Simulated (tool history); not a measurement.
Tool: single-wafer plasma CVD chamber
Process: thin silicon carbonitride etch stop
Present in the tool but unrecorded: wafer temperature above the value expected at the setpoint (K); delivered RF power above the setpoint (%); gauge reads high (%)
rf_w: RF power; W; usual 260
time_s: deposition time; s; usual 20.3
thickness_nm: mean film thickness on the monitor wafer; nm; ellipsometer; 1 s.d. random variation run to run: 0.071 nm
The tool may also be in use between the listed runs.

run    hour  rf_w  time_s  wafers since the last listed run  hours since the last thermocouple change  hours since the last RF generator calibration  hours since the showerhead was replaced  hours since the gauge calibration  read-back reference wafer on the same gauge, thickness_nm  thickness_nm
  1     0.0   300    19.4                                 0                                     476.2                                          395.2                                   7187.3                              871.6                                                     12.402        12.966
  2    89.6   300    19.4                              4351                                     565.8                                          484.8                                   7276.9                              961.2                                                     12.371        12.757
  3   152.7   300    19.4                              3064                                     628.9                                          547.9                                   7340.0                             1024.3                                                     12.432        12.804
  4   227.7   260    20.3                              3642                                     703.9                                          622.9                                   7415.0                             1099.3                                                     12.406        12.715
  5   329.2   260    20.3                              4929                                     805.4                                          724.4                                   7516.5                             1200.8                                                     12.389        12.662
  6   381.9   260    20.3                              2559                                     858.1                                          777.1                                   7569.2                             1253.5                                                     12.438        12.657
  7   430.5   260    20.3                              2360                                     906.7                                          825.7                                   7617.8                             1302.1                                                     12.383        12.661
  8   491.8   260    20.3                              2977                                     968.0                                          887.0                                   7679.1                             1363.4                                                     12.391        12.711
  9   540.8   275    18.8                              2379                                    1017.0                                          936.0                                   7728.1                             1412.4                                                     12.414        12.013
      556.7  -- thermocouple changed; heater temperature recalibrated
 10   600.1   260    20.3                              2491                                      43.4                                          995.3                                   7787.4                             1471.7                                                     12.398        12.616
      610.2  -- gauge calibrated
 11   699.6   260    21.2                              4832                                     142.9                                         1094.8                                   7886.9                               89.4                                                     12.384        13.200
      745.2  -- showerhead replaced
 12   798.2   260    21.2                              4399                                     241.5                                         1193.4                                     53.0                              188.0                                                     12.404        13.289
 13   900.6   260    21.2                              4973                                     343.9                                         1295.8                                    155.4                              290.4                                                     12.415        13.048
 14   945.6   220    23.8                              2185                                     388.9                                         1340.8                                    200.4                              335.4                                                     12.402        13.864
 15  1014.3   235    18.7                              3336                                     457.6                                         1409.5                                    269.1                              404.1                                                     12.421        11.041
 16  1085.5   210    22.5                              3457                                     528.8                                         1480.7                                    340.3                              475.3                                                     12.403        12.969
     1167.0  -- RF generator calibrated
 17  1186.2   260    20.3                              4501                                     629.5                                           19.2                                    441.0                              576.0                                                     12.407        12.837
 18  1240.2   235    20.3                              2622                                     683.5                                           73.2                                    495.0                              630.0                                                     12.434        12.312
 19  1334.3   260    20.3                              4569                                     777.6                                          167.3                                    589.1                              724.1                                                     12.388        12.840
 20  1380.3   300    17.5                              2233                                     823.6                                          213.3                                    635.1                              770.1                                                     12.425        11.629
 21  1484.4   215    20.3                              5055                                     927.7                                          317.4                                    739.2                              874.2                                                     12.383        11.894
 22  1523.7   235    17.3                              1908                                     967.0                                          356.7                                    778.5                              913.5                                                     12.414        10.437
 23  1571.7   305    23.8                              2331                                    1015.0                                          404.7                                    826.5                              961.5                                                     12.376        15.908
     1643.7  -- thermocouple changed; heater temperature recalibrated
 24  1645.9   260    20.3                              3214                                       2.2                                          478.9                                    900.7                             1035.7                                                     12.438        12.643
 25  1705.6   260    20.3                              2899                                      61.9                                          538.6                                    960.4                             1095.4                                                     12.411        12.719
 26  1772.7   235    20.3                              3258                                     129.0                                          605.7                                   1027.5                             1162.5                                                     12.398        12.358
 27  1855.5   260    18.7                              4021                                     211.8                                          688.5                                   1110.3                             1245.3                                                     12.397        11.633

Alternative continuations, all from the tool just after run 27; predict every row:
  A  1855.9   260    20.3                                19                                     212.2                                          688.9                                   1110.7                             1245.7                                                          ?             ?
  B  1855.9   300    22.4                                19                                     212.2                                          688.9                                   1110.7                             1245.7                                                          ?             ?
  C  1855.9   225    23.9                                19                                     212.2                                          688.9                                   1110.7                             1245.7                                                          ?             ?
  D  1855.9   220    22.3                                19                                     212.2                                          688.9                                   1110.7                             1245.7                                                          ?             ?

run  read-back reference wafer on the same gauge, thickness_nm  thickness_nm
  A                                                     12.422        12.627
  B                                                     12.422        14.653
  C                                                     12.422        14.108
  D                                                     12.422        13.055
Without the tool's unlogged condition, the same runs would have read:
run  thickness_nm
  A        12.769
  B        14.818
  C        14.268
  D        13.203
